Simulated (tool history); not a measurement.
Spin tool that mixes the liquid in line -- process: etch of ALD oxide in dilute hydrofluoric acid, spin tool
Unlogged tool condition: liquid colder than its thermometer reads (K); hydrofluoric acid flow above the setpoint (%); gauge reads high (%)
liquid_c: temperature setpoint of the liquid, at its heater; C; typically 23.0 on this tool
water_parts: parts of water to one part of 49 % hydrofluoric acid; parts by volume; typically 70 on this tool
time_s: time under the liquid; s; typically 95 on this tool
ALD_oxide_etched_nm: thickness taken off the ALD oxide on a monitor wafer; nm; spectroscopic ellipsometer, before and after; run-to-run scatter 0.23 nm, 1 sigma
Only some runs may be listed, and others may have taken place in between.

run,hour,liquid_c,water_parts,time_s,wafers since the last listed run,hours since the thermometer was replaced,hours since the hydrofluoric acid flow meter was replaced,hours since the gauge calibration,"read-back film thickness of the ALD oxide reference wafer, read on the same gauge (nm)",ALD_oxide_etched_nm
1,0.0,23.0,70,95,0,871.4,3.5,3348.8,120.02,27.32
2,65.3,23.0,70,95,712,936.7,68.8,3414.1,120.00,27.73
3,158.2,23.0,70,95,1014,1029.6,161.7,3507.0,119.98,27.60
4,241.0,23.0,70,95,904,1112.4,244.5,3589.8,120.01,27.17
5,277.5,23.0,70,95,398,1148.9,281.0,3626.3,120.00,27.32
6,364.1,23.0,70,95,945,1235.5,367.6,3712.9,119.99,27.05
7,436.0,23.0,70,95,785,1307.4,439.5,3784.8,120.00,27.14
8,542.7,20.5,70,95,1164,1414.1,546.2,3891.5,119.98,24.45
# hour 636.5: gauge calibrated
9,820.9,20.5,70,95,3037,1692.3,824.4,184.4,120.01,24.30
10,869.7,20.5,70,95,532,1741.1,873.2,233.2,120.01,24.02
11,956.4,23.0,70,95,946,1827.8,959.9,319.9,119.98,26.76
# hour 983.0: hydrofluoric acid flow meter replaced
12,1042.8,21.0,85,45,932,1914.2,59.8,406.3,119.99,9.33
13,1108.1,23.0,70,95,712,1979.5,125.1,471.6,119.99,26.60
14,1162.9,23.0,70,95,598,2034.3,179.9,526.4,120.00,26.38
15,1264.5,26.5,100,95,1109,2135.9,281.5,628.0,119.99,20.07
# hour 1305.1: thermometer replaced
16,1325.9,23.0,70,140,659,20.8,342.9,689.4,120.00,41.67
17,1390.4,23.0,95,65,704,85.3,407.4,753.9,120.00,13.93
18,1428.7,23.0,80,95,418,123.6,445.7,792.2,119.98,24.30
19,1482.5,26.0,55,95,587,177.4,499.5,846.0,120.00,41.47
20,1552.6,23.0,60,95,765,247.5,569.6,916.1,119.99,32.85
21,1609.5,23.0,70,95,621,304.4,626.5,973.0,120.00,28.41
22,1924.3,21.5,105,140,3436,619.2,941.3,1287.8,120.00,24.61
23,1979.4,23.0,70,95,601,674.3,996.4,1342.9,120.01,27.48
24,2040.1,23.0,100,45,662,735.0,1057.1,1403.6,119.99,8.72
25,2080.6,27.0,105,135,442,775.5,1097.6,1444.1,120.00,29.24
# hour 2106.1: hydrofluoric acid flow meter replaced
26,2153.8,23.0,70,95,788,848.7,47.7,1517.3,120.00,27.19
27,2239.1,18.0,105,70,931,934.0,133.0,1602.6,119.99,10.54
28,2344.9,23.0,70,95,1155,1039.8,238.8,1708.4,120.00,27.23
29,2420.3,26.0,70,95,823,1115.2,314.2,1783.8,120.00,30.77
30,2504.6,25.5,45,130,920,1199.5,398.5,1868.1,120.00,66.86
31,2586.6,23.0,70,95,895,1281.5,480.5,1950.1,120.00,27.10
32,2625.2,26.0,55,140,421,1320.1,519.1,1988.7,119.99,57.54
33,2662.9,26.5,85,60,411,1357.8,556.8,2026.4,120.02,15.65

How the hidden state differs across the entries between the runs, from the last listed run before each to the first after it:
In the gap between runs 8 and 9: gauge calibrated (hour 636.5)
  liquid colder than its thermometer reads (K): 1.44 -> 1.7
  the result without the hidden state subtracted from the measured one, ALD_oxide_etched_nm: -1.52 -> -1.80 nm
In the gap between runs 11 and 12: hydrofluoric acid flow meter replaced (hour 983.0)
  liquid colder than its thermometer reads (K): 1.82 -> 1.91
  the result without the hidden state subtracted from the measured one, ALD_oxide_etched_nm: -2.08 -> -0.77 nm
In the gap between runs 15 and 16: thermometer replaced (hour 1305.1)
  liquid colder than its thermometer reads (K): 2.11 -> 0.17
  the result without the hidden state subtracted from the measured one, ALD_oxide_etched_nm: -1.73 -> -0.29 nm
In the gap between runs 25 and 26: hydrofluoric acid flow meter replaced (hour 2106.1)
  liquid colder than its thermometer reads (K): 0.876 -> 0.944
  the result without the hidden state subtracted from the measured one, ALD_oxide_etched_nm: -1.00 -> -1.07 nm
